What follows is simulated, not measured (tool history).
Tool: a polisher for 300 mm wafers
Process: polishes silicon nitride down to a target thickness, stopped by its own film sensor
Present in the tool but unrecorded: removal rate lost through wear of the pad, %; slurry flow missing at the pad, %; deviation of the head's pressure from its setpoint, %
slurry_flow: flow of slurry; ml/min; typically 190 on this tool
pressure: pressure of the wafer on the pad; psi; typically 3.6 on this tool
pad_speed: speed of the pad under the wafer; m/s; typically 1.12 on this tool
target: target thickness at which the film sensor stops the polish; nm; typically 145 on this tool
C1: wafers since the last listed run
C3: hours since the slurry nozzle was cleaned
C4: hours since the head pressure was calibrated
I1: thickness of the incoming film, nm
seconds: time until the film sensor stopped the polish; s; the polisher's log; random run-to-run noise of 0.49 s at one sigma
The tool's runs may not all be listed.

{"run": 1, "hour": 0.0, "slurry_flow": 190, "pressure": 3.6, "pad_speed": 1.12, "target": 145, "C1": 0, "wafers polished on this pad": 1057, "C3": 343.9, "C4": 549.8, "I1": 290.9, "seconds": 58.7}
{"hour": 15.9, "done": "worn pad replaced by a new one"}
{"run": 2, "hour": 18.0, "slurry_flow": 190, "pressure": 3.6, "pad_speed": 1.12, "target": 145, "C1": 149, "wafers polished on this pad": 22, "C3": 361.9, "C4": 567.8, "I1": 294.2, "seconds": 60.3}
{"run": 3, "hour": 47.0, "slurry_flow": 190, "pressure": 3.2, "pad_speed": 1.12, "target": 145, "C1": 309, "wafers polished on this pad": 331, "C3": 390.9, "C4": 596.8, "I1": 289.7, "seconds": 65.4}
{"run": 4, "hour": 60.9, "slurry_flow": 190, "pressure": 3.2, "pad_speed": 1.12, "target": 145, "C1": 148, "wafers polished on this pad": 480, "C3": 404.8, "C4": 610.7, "I1": 293.5, "seconds": 68.2}
{"run": 5, "hour": 91.0, "slurry_flow": 190, "pressure": 3.2, "pad_speed": 1.12, "target": 145, "C1": 321, "wafers polished on this pad": 801, "C3": 434.9, "C4": 640.8, "I1": 290.3, "seconds": 66.9}
{"run": 6, "hour": 111.7, "slurry_flow": 190, "pressure": 3.6, "pad_speed": 1.12, "target": 145, "C1": 220, "wafers polished on this pad": 1022, "C3": 455.6, "C4": 661.5, "I1": 289.7, "seconds": 59.5}
{"hour": 122.5, "done": "worn pad replaced by a new one"}
{"run": 7, "hour": 127.9, "slurry_flow": 190, "pressure": 3.6, "pad_speed": 1.12, "target": 145, "C1": 130, "wafers polished on this pad": 57, "C3": 471.8, "C4": 677.7, "I1": 290.4, "seconds": 60.3}
{"run": 8, "hour": 153.8, "slurry_flow": 190, "pressure": 3.6, "pad_speed": 1.12, "target": 145, "C1": 276, "wafers polished on this pad": 334, "C3": 497.7, "C4": 703.6, "I1": 291.7, "seconds": 62}
{"hour": 172.6, "done": "slurry nozzle cleaned"}
{"run": 9, "hour": 178.8, "slurry_flow": 150, "pressure": 3.6, "pad_speed": 1.12, "target": 107, "C1": 256, "wafers polished on this pad": 590, "C3": 6.2, "C4": 728.6, "I1": 294.6, "seconds": 77.1}
{"run": 10, "hour": 209.4, "slurry_flow": 150, "pressure": 3.6, "pad_speed": 1.12, "target": 107, "C1": 326, "wafers polished on this pad": 917, "C3": 36.8, "C4": 759.2, "I1": 290.2, "seconds": 74.8}
{"run": 11, "hour": 229.8, "slurry_flow": 150, "pressure": 3.6, "pad_speed": 1.12, "target": 107, "C1": 217, "wafers polished on this pad": 1135, "C3": 57.2, "C4": 779.6, "I1": 283.9, "seconds": 72.7}
{"hour": 233.9, "done": "worn pad replaced by a new one"}
{"run": 12, "hour": 261.3, "slurry_flow": 190, "pressure": 4.4, "pad_speed": 0.98, "target": 145, "C1": 293, "wafers polished on this pad": 292, "C3": 88.7, "C4": 811.1, "I1": 292.7, "seconds": 53.1}
{"run": 13, "hour": 274.0, "slurry_flow": 250, "pressure": 3.6, "pad_speed": 1.12, "target": 162, "C1": 135, "wafers polished on this pad": 428, "C3": 101.4, "C4": 823.8, "I1": 289.9, "seconds": 48.6}
{"run": 14, "hour": 295.6, "slurry_flow": 190, "pressure": 3.6, "pad_speed": 1.12, "target": 145, "C1": 230, "wafers polished on this pad": 658, "C3": 123, "C4": 845.4, "I1": 291.9, "seconds": 57.5}
{"run": 15, "hour": 315.4, "slurry_flow": 190, "pressure": 3.6, "pad_speed": 1.12, "target": 145, "C1": 211, "wafers polished on this pad": 870, "C3": 142.8, "C4": 865.2, "I1": 287.2, "seconds": 56.7}
{"run": 16, "hour": 342.8, "slurry_flow": 190, "pressure": 3.2, "pad_speed": 1.12, "target": 145, "C1": 292, "wafers polished on this pad": 1162, "C3": 170.2, "C4": 892.6, "I1": 285.7, "seconds": 62.1}
{"hour": 353.7, "done": "worn pad replaced by a new one"}
{"run": 17, "hour": 373.4, "slurry_flow": 150, "pressure": 3.6, "pad_speed": 1.12, "target": 107, "C1": 283, "wafers polished on this pad": 210, "C3": 200.8, "C4": 923.2, "I1": 292.6, "seconds": 78.1}
{"hour": 378.7, "done": "head pressure recalibrated"}
{"run": 18, "hour": 387.3, "slurry_flow": 135, "pressure": 2.4, "pad_speed": 0.94, "target": 145, "C1": 127, "wafers polished on this pad": 337, "C3": 214.7, "C4": 8.6, "I1": 295.3, "seconds": 102.4}
{"run": 19, "hour": 423.2, "slurry_flow": 165, "pressure": 4.3, "pad_speed": 0.84, "target": 99, "C1": 383, "wafers polished on this pad": 720, "C3": 250.6, "C4": 44.5, "I1": 294.1, "seconds": 82.7}
{"run": 20, "hour": 435.3, "slurry_flow": 190, "pressure": 4.7, "pad_speed": 1.28, "target": 145, "C1": 129, "wafers polished on this pad": 849, "C3": 262.7, "C4": 56.6, "I1": 294.4, "seconds": 43.4}
{"hour": 464.6, "done": "worn pad replaced by a new one"}
{"run": 21, "hour": 465.1, "slurry_flow": 190, "pressure": 3.1, "pad_speed": 1.46, "target": 187, "C1": 275, "wafers polished on this pad": 5, "C3": 292.5, "C4": 86.4, "I1": 293.3, "seconds": 40.5}
{"run": 22, "hour": 500.1, "slurry_flow": 190, "pressure": 3.6, "pad_speed": 1.12, "target": 145, "C1": 373, "wafers polished on this pad": 379, "C3": 327.5, "C4": 121.4, "I1": 286.8, "seconds": 56.7}
{"run": 23, "hour": 529.4, "slurry_flow": 240, "pressure": 2.3, "pad_speed": 0.96, "target": 125, "C1": 312, "wafers polished on this pad": 692, "C3": 356.8, "C4": 150.7, "I1": 293.1, "seconds": 105.4}

The same runs without the tool's hidden state, with the same run-to-run variation:
run=1 seconds=56.2
run=2 seconds=57.5
run=3 seconds=62
run=4 seconds=64.5
run=5 seconds=62.9
run=6 seconds=55.8
run=7 seconds=56.3
run=8 seconds=57.6
run=9 seconds=76.7
run=10 seconds=74.2
run=11 seconds=71.8
run=12 seconds=52.4
run=13 seconds=48.1
run=14 seconds=56.6
run=15 seconds=55.6
run=16 seconds=60.7
run=17 seconds=75.5
run=18 seconds=98.3
run=19 seconds=79.6
run=20 seconds=41.9
run=21 seconds=39
run=22 seconds=54.2
run=23 seconds=101.3
